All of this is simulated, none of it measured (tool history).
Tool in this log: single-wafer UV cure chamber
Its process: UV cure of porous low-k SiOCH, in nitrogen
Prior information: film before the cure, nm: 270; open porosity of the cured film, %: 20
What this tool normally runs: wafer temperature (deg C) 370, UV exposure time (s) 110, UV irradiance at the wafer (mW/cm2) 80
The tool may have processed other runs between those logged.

| run | hour | wafer temperature (deg C) | UV exposure time (s) | UV irradiance at the wafer (mW/cm2) | wafers since the last listed run | hours since the UV bulbs were replaced | wafers since the quartz window was cleaned | loss of film thickness in the cure (%) |
|---|---|---|---|---|---|---|---|---|
| 1 | 0.0 | 370 | 110 | 80 | 0 | 2327.6 | 466 | 6.759 |
| 2 | 33.3 | 370 | 110 | 80 | 259 | 2360.9 | 726 | 6.839 |
| 3 | 64.0 | 370 | 110 | 80 | 239 | 2391.6 | 965 | 6.593 |
| 4 | 83.1 | 370 | 110 | 57 | 148 | 2410.7 | 1114 | 5.392 |
| 5 | 112.7 | 370 | 110 | 80 | 230 | 2440.3 | 1345 | 6.619 |
| 6 | 136.4 | 370 | 110 | 80 | 184 | 2464.0 | 1529 | 6.453 |
|  | 153.9 | quartz window cleaned |
| 7 | 154.4 | 370 | 110 | 80 | 77 | 2482.0 | 4 | 6.860 |
| 8 | 162.4 | 370 | 110 | 80 | 62 | 2490.0 | 66 | 6.778 |
| 9 | 174.7 | 370 | 135 | 80 | 95 | 2502.3 | 162 | 7.746 |
| 10 | 206.0 | 370 | 135 | 80 | 244 | 2533.6 | 406 | 7.641 |
| 11 | 231.7 | 360 | 110 | 52 | 200 | 2559.3 | 606 | 5.105 |
| 12 | 267.4 | 360 | 110 | 52 | 278 | 2595.0 | 884 | 4.935 |
|  | 354.8 | quartz window cleaned |
| 13 | 373.1 | 360 | 110 | 52 | 761 | 2700.7 | 142 | 4.541 |
| 14 | 390.5 | 370 | 85 | 80 | 135 | 2718.1 | 278 | 5.230 |
| 15 | 419.3 | 370 | 85 | 80 | 224 | 2746.9 | 502 | 5.225 |
| 16 | 438.9 | 370 | 85 | 80 | 152 | 2766.5 | 655 | 5.230 |
| 17 | 509.6 | 370 | 110 | 80 | 551 | 2837.2 | 1206 | 5.962 |
| 18 | 527.6 | 385 | 110 | 111 | 140 | 2855.2 | 1346 | 7.426 |
| 19 | 563.1 | 385 | 110 | 111 | 276 | 2890.7 | 1623 | 7.265 |
| 20 | 579.4 | 385 | 110 | 111 | 127 | 2907.0 | 1750 | 7.162 |
|  | 590.4 | quartz window cleaned, repeated, since the last time left the tool worse |
| 21 | 600.6 | 370 | 110 | 111 | 102 | 2928.2 | 79 | 7.953 |
| 22 | 625.7 | 388 | 110 | 42 | 195 | 2953.3 | 275 | 4.736 |
| 23 | 659.2 | 370 | 135 | 80 | 261 | 2986.8 | 536 | 7.378 |
|  | 671.4 | UV bulbs replaced |
| 24 | 675.5 | 381 | 110 | 80 | 64 | 4.1 | 600 | 6.831 |
| 25 | 694.2 | 370 | 75 | 64 | 145 | 22.8 | 746 | 4.493 |
| 26 | 715.1 | 370 | 155 | 67 | 162 | 43.7 | 909 | 7.348 |
| 27 | 749.4 | 379 | 150 | 80 | 267 | 78.0 | 1177 | 7.846 |
| 28 | 772.4 | 370 | 110 | 80 | 179 | 101.0 | 1356 | 6.709 |
| 29 | 791.0 | 370 | 110 | 93 | 144 | 119.6 | 1501 | 6.919 |
| 30 | 808.6 | 370 | 110 | 93 | 137 | 137.2 | 1638 | 6.795 |
|  | 827.4 | quartz window cleaned |
| 31 | 829.6 | 370 | 45 | 45 | 101 | 158.2 | 17 | 2.338 |
| 32 | 852.1 | 360 | 110 | 52 | 175 | 180.7 | 192 | 5.003 |
| 33 | 880.5 | 370 | 150 | 80 | 221 | 209.1 | 414 | 7.944 |
| 34 | 897.9 | 377 | 165 | 65 | 135 | 226.5 | 549 | 7.565 |
| 35 | 918.2 | 388 | 110 | 80 | 158 | 246.8 | 707 | 7.162 |
|  | 1013.9 | quartz window cleaned |
| 36 | 1014.4 | 370 | 70 | 114 | 687 | 343.0 | 4 | 6.603 |
| 37 | 1023.4 | 354 | 110 | 80 | 70 | 352.0 | 74 | 6.614 |
| 38 | 1054.0 | 370 | 110 | 52 | 238 | 382.6 | 312 | 5.318 |
| 39 | 1066.9 | 389 | 65 | 118 | 100 | 395.5 | 413 | 6.408 |
| 40 | 1079.8 | 352 | 140 | 62 | 100 | 408.4 | 513 | 6.466 |
| 41 | 1094.7 | 370 | 90 | 80 | 116 | 423.3 | 630 | 5.944 |

4 options for the next run, each taken on its own from the tool as it stands now. Forecast them:
| A | 1095.2 | 370 | 110 | 80 | 3 | 423.8 | 633 | ? |
| B | 1095.2 | 387 | 175 | 80 | 3 | 423.8 | 633 | ? |
| C | 1095.2 | 387 | 125 | 116 | 3 | 423.8 | 633 | ? |
| D | 1095.2 | 381 | 65 | 112 | 3 | 423.8 | 633 | ? |

| run | loss of film thickness in the cure (%) |
|---|---|
| A | 6.590 |
| B | 8.635 |
| C | 8.774 |
| D | 6.064 |
What these runs would have given with no unlogged condition in the tool:
| run | loss of film thickness in the cure (%) |
|---|---|
| A | 6.735 |
| B | 8.790 |
| C | 8.930 |
| D | 6.206 |

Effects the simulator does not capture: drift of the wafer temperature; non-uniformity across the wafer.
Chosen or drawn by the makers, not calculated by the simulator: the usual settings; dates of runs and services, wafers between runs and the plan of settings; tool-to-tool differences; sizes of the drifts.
